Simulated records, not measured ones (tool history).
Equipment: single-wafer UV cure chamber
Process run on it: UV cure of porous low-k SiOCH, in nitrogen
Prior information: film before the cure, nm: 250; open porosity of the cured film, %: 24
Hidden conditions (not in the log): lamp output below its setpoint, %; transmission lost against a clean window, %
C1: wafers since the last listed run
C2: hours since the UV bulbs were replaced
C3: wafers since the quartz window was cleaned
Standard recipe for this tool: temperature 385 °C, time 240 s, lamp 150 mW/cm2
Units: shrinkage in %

run 1 day=0.000 | temperature=385 time=240 lamp=150 | C1=0 C2=100.5 C3=2292 | shrinkage=14.915
-- day=1.804 quartz window cleaned
run 2 day=6.879 | temperature=385 time=240 lamp=150 | C1=577 C2=265.6 C3=447 | shrinkage=14.539
run 3 day=9.233 | temperature=385 time=240 lamp=150 | C1=207 C2=322.1 C3=655 | shrinkage=14.626
run 4 day=10.383 | temperature=385 time=240 lamp=150 | C1=101 C2=349.7 C3=756 | shrinkage=14.627
run 5 day=12.700 | temperature=385 time=240 lamp=150 | C1=204 C2=405.3 C3=961 | shrinkage=14.458
run 6 day=15.688 | temperature=385 time=240 lamp=173 | C1=263 C2=477.0 C3=1224 | shrinkage=14.758
run 7 day=17.488 | temperature=385 time=240 lamp=173 | C1=158 C2=520.2 C3=1383 | shrinkage=14.495
run 8 day=19.308 | temperature=385 time=240 lamp=173 | C1=160 C2=563.9 C3=1543 | shrinkage=14.914
run 9 day=21.679 | temperature=385 time=240 lamp=150 | C1=209 C2=620.8 C3=1753 | shrinkage=14.598
run 10 day=23.425 | temperature=385 time=240 lamp=150 | C1=153 C2=662.7 C3=1907 | shrinkage=14.381
run 11 day=24.525 | temperature=385 time=240 lamp=150 | C1=97 C2=689.1 C3=2004 | shrinkage=13.970
run 12 day=27.029 | temperature=385 time=240 lamp=150 | C1=220 C2=749.2 C3=2224 | shrinkage=14.083
-- day=28.588 UV bulbs replaced
run 13 day=29.208 | temperature=385 time=240 lamp=150 | C1=162 C2=14.9 C3=2387 | shrinkage=14.583
-- day=30.575 quartz window cleaned
run 14 day=30.654 | temperature=385 time=240 lamp=150 | C1=98 C2=49.6 C3=6 | shrinkage=14.547
run 15 day=32.800 | temperature=385 time=275 lamp=150 | C1=189 C2=101.1 C3=196 | shrinkage=15.176
run 16 day=34.517 | temperature=391 time=240 lamp=150 | C1=151 C2=142.3 C3=347 | shrinkage=14.417
run 17 day=36.458 | temperature=374 time=240 lamp=150 | C1=171 C2=188.9 C3=518 | shrinkage=14.728
run 18 day=37.475 | temperature=374 time=240 lamp=150 | C1=89 C2=213.3 C3=608 | shrinkage=14.720
run 19 day=39.650 | temperature=385 time=240 lamp=150 | C1=191 C2=265.5 C3=800 | shrinkage=14.325
run 20 day=42.408 | temperature=385 time=130 lamp=163 | C1=243 C2=331.7 C3=1043 | shrinkage=11.875
run 21 day=43.475 | temperature=400 time=280 lamp=150 | C1=94 C2=357.3 C3=1137 | shrinkage=15.442
run 22 day=45.754 | temperature=385 time=165 lamp=150 | C1=201 C2=412.0 C3=1338 | shrinkage=12.793
run 23 day=47.312 | temperature=385 time=240 lamp=173 | C1=137 C2=449.4 C3=1476 | shrinkage=14.686
run 24 day=49.367 | temperature=374 time=360 lamp=129 | C1=181 C2=498.7 C3=1657 | shrinkage=15.421
run 25 day=51.675 | temperature=367 time=240 lamp=150 | C1=203 C2=554.1 C3=1861 | shrinkage=13.880
run 26 day=52.683 | temperature=371 time=375 lamp=111 | C1=88 C2=578.3 C3=1949 | shrinkage=14.382
run 27 day=54.146 | temperature=385 time=240 lamp=150 | C1=128 C2=613.4 C3=2078 | shrinkage=14.159

For run 28, what comes out?
run 28 day=55.433 | temperature=385 time=240 lamp=150 | C1=113 C2=644.3 C3=2192 | shrinkage=?

{"run 28": {"shrinkage": 13.872}}
The same run, on a tool lacking any hidden state, would have yielded shrinkage 14.365 %.

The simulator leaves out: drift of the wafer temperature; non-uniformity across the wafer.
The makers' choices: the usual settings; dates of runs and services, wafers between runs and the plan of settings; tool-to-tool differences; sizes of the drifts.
